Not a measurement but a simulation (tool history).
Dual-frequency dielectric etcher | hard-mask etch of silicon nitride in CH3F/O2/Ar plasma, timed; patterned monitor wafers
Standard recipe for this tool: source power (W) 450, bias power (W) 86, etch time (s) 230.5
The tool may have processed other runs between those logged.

run    hour  source power (W)  bias power (W)  etch time (s)  read-back reference wafer on the same gauge, depth_nm  mean etch depth across the wafer (nm)
  1       0               450              86          230.5                                                    206                                  196.7
  2    77.3               450              86          230.5                                                    206                                  196.6
  3   175.5               450              86          230.5                                                    206                                  198.4
      256.1  -- wet clean of the chamber
  4   256.6               450              93          230.5                                                  206.1                                  200.9
  5   331.9               450              93          230.5                                                    206                                  200.8
      391.3  -- bias power generator calibrated
  6   428.9               450              93          230.5                                                  205.9                                  201.8
  7   501.6               450              86          230.5                                                  205.9                                  198.9
      515.8  -- source power generator calibrated
      581.6  -- wet clean of the chamber
      591.1  -- upper electrode replaced, of another model than before
  8   591.6               390              86            248                                                    206                                  202.3
  9     646               400              79          293.5                                                    206                                  230.6
      659.7  -- gauge calibrated
 10   692.3               370              86          277.5                                                    206                                  225.2
 11   739.2               490              86          210.5                                                    206                                  182.5
 12   788.7               450              86          230.5                                                    206                                  197.4
 13   873.1               510              72          230.5                                                  205.9                                    185
        978  -- wet clean of the chamber
 14   978.5               450              86          230.5                                                  205.9                                  193.9
 15   995.9               450              75          230.5                                                  205.9                                  179.3
 16  1040.1               450              86          230.5                                                  206.1                                    194
 17  1132.6               450              86            180                                                  206.1                                  152.6

Predict each of these 3 candidate next runs independently; none follows another, all start after run 17:
  A  1133.1               450             103          230.5                                                      ?                                      ?
  B  1133.1               530              67          176.5                                                      ?                                      ?
  C  1133.1               450              79          186.5                                                      ?                                      ?

run  read-back reference wafer on the same gauge, depth_nm  mean etch depth across the wafer (nm)
  A                                                    206                                  215.3
  B                                                    206                                  135.3
  C                                                    206                                  150.7
What these runs would have given with no unlogged condition in the tool:
run  mean etch depth across the wafer (nm)
  A                                  213.8
  B                                  134.4
  C                                  149.7
